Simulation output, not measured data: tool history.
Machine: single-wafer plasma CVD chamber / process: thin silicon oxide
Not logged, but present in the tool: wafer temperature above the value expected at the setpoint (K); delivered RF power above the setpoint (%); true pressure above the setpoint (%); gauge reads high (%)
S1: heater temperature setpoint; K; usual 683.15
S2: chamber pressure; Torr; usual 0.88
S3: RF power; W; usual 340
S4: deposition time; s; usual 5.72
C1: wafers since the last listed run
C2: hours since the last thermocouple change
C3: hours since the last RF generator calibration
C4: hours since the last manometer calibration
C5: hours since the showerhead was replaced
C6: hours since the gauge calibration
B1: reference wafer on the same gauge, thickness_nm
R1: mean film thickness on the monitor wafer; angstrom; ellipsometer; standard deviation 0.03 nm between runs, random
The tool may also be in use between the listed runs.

run 1 hour=0 | S1=683.15 S2=0.88 S3=340 S4=5.72 | C1=0 C2=1158 C3=987.6 C4=1270.5 C5=3830.4 C6=1003.1 | B1=14.201 | R1=122.25
-- hour=5.8 capacitance manometer re-zeroed and calibrated
run 2 hour=107 | S1=683.15 S2=0.88 S3=340 S4=5.72 | C1=2115 C2=1265 C3=1094.6 C4=101.2 C5=3937.4 C6=1110.1 | B1=14.202 | R1=124.45
run 3 hour=202.7 | S1=683.15 S2=0.88 S3=340 S4=5.72 | C1=2000 C2=1360.7 C3=1190.3 C4=196.9 C5=4033.1 C6=1205.8 | B1=14.202 | R1=124.22
run 4 hour=304.3 | S1=683.15 S2=1.053 S3=340 S4=5.72 | C1=2123 C2=1462.3 C3=1291.9 C4=298.5 C5=4134.7 C6=1307.4 | B1=14.201 | R1=145.59
run 5 hour=391.7 | S1=683.15 S2=0.88 S3=340 S4=5.72 | C1=1826 C2=1549.7 C3=1379.3 C4=385.9 C5=4222.1 C6=1394.8 | B1=14.196 | R1=124.54
run 6 hour=450.1 | S1=683.15 S2=0.88 S3=340 S4=5.72 | C1=1220 C2=1608.1 C3=1437.7 C4=444.3 C5=4280.5 C6=1453.2 | B1=14.2 | R1=124.03
run 7 hour=539.5 | S1=683.15 S2=0.88 S3=340 S4=5.72 | C1=1868 C2=1697.5 C3=1527.1 C4=533.7 C5=4369.9 C6=1542.6 | B1=14.203 | R1=123.54
run 8 hour=612.1 | S1=683.15 S2=0.88 S3=340 S4=5.72 | C1=1517 C2=1770.1 C3=1599.7 C4=606.3 C5=4442.5 C6=1615.2 | B1=14.2 | R1=123.74
-- hour=648.6 gauge calibrated
run 9 hour=672.9 | S1=683.15 S2=0.88 S3=340 S4=5.72 | C1=1270 C2=1830.9 C3=1660.5 C4=667.1 C5=4503.3 C6=24.3 | B1=14.207 | R1=123.87
run 10 hour=730 | S1=683.15 S2=0.88 S3=340 S4=5.72 | C1=1193 C2=1888 C3=1717.6 C4=724.2 C5=4560.4 C6=81.4 | B1=14.2 | R1=123.39
run 11 hour=795.2 | S1=683.15 S2=0.88 S3=340 S4=5.72 | C1=1362 C2=1953.2 C3=1782.8 C4=789.4 C5=4625.6 C6=146.6 | B1=14.197 | R1=123.39
run 12 hour=844.6 | S1=683.15 S2=0.88 S3=340 S4=5.72 | C1=1032 C2=2002.6 C3=1832.2 C4=838.8 C5=4675 C6=196 | B1=14.199 | R1=122.85
run 13 hour=942.9 | S1=683.15 S2=0.88 S3=370 S4=5.72 | C1=2054 C2=2100.9 C3=1930.5 C4=937.1 C5=4773.3 C6=294.3 | B1=14.204 | R1=124.97
run 14 hour=994.1 | S1=683.15 S2=0.88 S3=340 S4=5.72 | C1=1070 C2=2152.1 C3=1981.7 C4=988.3 C5=4824.5 C6=345.5 | B1=14.205 | R1=122.51
run 15 hour=1074 | S1=683.15 S2=0.88 S3=275 S4=5.72 | C1=1669 C2=2232 C3=2061.6 C4=1068.2 C5=4904.4 C6=425.4 | B1=14.202 | R1=116.64
-- hour=1156.9 showerhead replaced
run 16 hour=1179.6 | S1=683.15 S2=0.88 S3=340 S4=5.72 | C1=2039 C2=2337.6 C3=2167.2 C4=1173.8 C5=22.7 C6=531 | B1=14.2 | R1=122.31
-- hour=1200.2 thermocouple changed; heater temperature recalibrated
run 17 hour=1265.4 | S1=683.15 S2=0.88 S3=340 S4=5.72 | C1=1625 C2=65.2 C3=2253 C4=1259.6 C5=108.5 C6=616.8 | B1=14.197 | R1=121.7
run 18 hour=1303.1 | S1=683.15 S2=0.88 S3=340 S4=5.72 | C1=787 C2=102.9 C3=2290.7 C4=1297.3 C5=146.2 C6=654.5 | B1=14.198 | R1=122.42
-- hour=1353.4 RF generator calibrated
run 19 hour=1368.9 | S1=683.15 S2=0.88 S3=340 S4=5.26 | C1=1207 C2=168.7 C3=15.5 C4=1363.1 C5=212 C6=720.3 | B1=14.193 | R1=112.25
run 20 hour=1405.6 | S1=683.15 S2=0.88 S3=340 S4=5.72 | C1=767 C2=205.4 C3=52.2 C4=1399.8 C5=248.7 C6=757 | B1=14.196 | R1=121.68
-- hour=1426 capacitance manometer re-zeroed and calibrated
run 21 hour=1497.8 | S1=671.15 S2=0.818 S3=340 S4=4.72 | C1=1759 C2=297.6 C3=144.4 C4=71.8 C5=340.9 C6=849.2 | B1=14.191 | R1=96
run 22 hour=1541.7 | S1=683.15 S2=0.713 S3=340 S4=5.72 | C1=917 C2=341.5 C3=188.3 C4=115.7 C5=384.8 C6=893.1 | B1=14.2 | R1=98.47
run 23 hour=1601.5 | S1=683.15 S2=0.88 S3=280 S4=5.72 | C1=1249 C2=401.3 C3=248.1 C4=175.5 C5=444.6 C6=952.9 | B1=14.199 | R1=119.01
run 24 hour=1698.9 | S1=683.15 S2=0.88 S3=375 S4=6.84 | C1=2035 C2=498.7 C3=345.5 C4=272.9 C5=542 C6=1050.3 | B1=14.203 | R1=151.5
run 25 hour=1786.1 | S1=683.15 S2=0.88 S3=340 S4=4.84 | C1=1822 C2=585.9 C3=432.7 C4=360.1 C5=629.2 C6=1137.5 | B1=14.208 | R1=104.87
run 26 hour=1859.9 | S1=683.15 S2=0.678 S3=340 S4=5.72 | C1=1542 C2=659.7 C3=506.5 C4=433.9 C5=703 C6=1211.3 | B1=14.2 | R1=91.82

3 options for the next run, each taken on its own from the tool as it stands now. Forecast them:
run A hour=1860.3 | S1=683.15 S2=0.88 S3=390 S4=5.72 | C1=8 C2=660.1 C3=506.9 C4=434.3 C5=703.4 C6=1211.7 | B1=? | R1=?
run B hour=1860.3 | S1=691.15 S2=0.973 S3=290 S4=5.72 | C1=8 C2=660.1 C3=506.9 C4=434.3 C5=703.4 C6=1211.7 | B1=? | R1=?
run C hour=1860.3 | S1=690.15 S2=0.728 S3=290 S4=5.72 | C1=8 C2=660.1 C3=506.9 C4=434.3 C5=703.4 C6=1211.7 | B1=? | R1=?

run=A B1=14.197 R1=127.69
run=B B1=14.197 R1=130.46
run=C B1=14.197 R1=96.33
Without the tool's hidden state the same runs would have given:
run=A R1=128.06
run=B R1=130.75
run=C R1=96.67
